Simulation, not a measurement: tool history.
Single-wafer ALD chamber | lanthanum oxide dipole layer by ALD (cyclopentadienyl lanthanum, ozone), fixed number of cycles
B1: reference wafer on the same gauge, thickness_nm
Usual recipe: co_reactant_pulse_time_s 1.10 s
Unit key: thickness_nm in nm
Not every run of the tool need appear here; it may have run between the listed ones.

run 1 day=0.000 | co_reactant_pulse_time_s=0.94 | B1=0.438 | thickness_nm=0.413
run 2 day=0.425 | co_reactant_pulse_time_s=0.94 | B1=0.438 | thickness_nm=0.413
run 3 day=0.883 | co_reactant_pulse_time_s=0.94 | B1=0.438 | thickness_nm=0.414
run 4 day=1.242 | co_reactant_pulse_time_s=0.92 | B1=0.438 | thickness_nm=0.410
run 5 day=1.967 | co_reactant_pulse_time_s=0.92 | B1=0.439 | thickness_nm=0.411
run 6 day=2.600 | co_reactant_pulse_time_s=1.43 | B1=0.438 | thickness_nm=0.481
run 7 day=2.867 | co_reactant_pulse_time_s=1.43 | B1=0.438 | thickness_nm=0.482
run 8 day=3.475 | co_reactant_pulse_time_s=1.10 | B1=0.438 | thickness_nm=0.475
run 9 day=3.783 | co_reactant_pulse_time_s=1.10 | B1=0.438 | thickness_nm=0.473
run 10 day=4.179 | co_reactant_pulse_time_s=0.88 | B1=0.438 | thickness_nm=0.454
run 11 day=4.479 | co_reactant_pulse_time_s=0.90 | B1=0.438 | thickness_nm=0.457
run 12 day=4.896 | co_reactant_pulse_time_s=1.35 | B1=0.438 | thickness_nm=0.516
run 13 day=5.221 | co_reactant_pulse_time_s=1.25 | B1=0.437 | thickness_nm=0.511
run 14 day=5.696 | co_reactant_pulse_time_s=0.69 | B1=0.438 | thickness_nm=0.471
run 15 day=6.050 | co_reactant_pulse_time_s=1.38 | B1=0.438 | thickness_nm=0.516
run 16 day=6.708 | co_reactant_pulse_time_s=0.78 | B1=0.438 | thickness_nm=0.476
run 17 day=7.321 | co_reactant_pulse_time_s=0.92 | B1=0.438 | thickness_nm=0.485
run 18 day=8.042 | co_reactant_pulse_time_s=1.10 | B1=0.438 | thickness_nm=0.499
run 19 day=8.583 | co_reactant_pulse_time_s=1.52 | B1=0.438 | thickness_nm=0.522

Not shown here: 4 entries made in the log between runs. Locate each between two listed runs and compare the hidden state at the listed run before it with the hidden state at the listed run after it:
Runs 7 to 8: thermocouple changed; heater temperature recalibrated (day 3.429); showerhead replaced, of another model than before (day 3.454)
  no difference in the tool's unlogged condition between these two runs
  measured result minus the result with no hidden state, thickness_nm: -0.051 -> -0.030 nm
Runs 10 to 11: gauge calibrated (day 4.462)
  ozone dose above that of a generator just serviced (%): -37 -> -37.1
  measured result minus the result with no hidden state, thickness_nm: -0.034 -> -0.034 nm
Runs 11 to 12: ozone generator serviced (day 4.850)
  ozone dose above that of a generator just serviced (%): -37.1 -> -3.64
  measured result minus the result with no hidden state, thickness_nm: -0.034 -> -0.002 nm
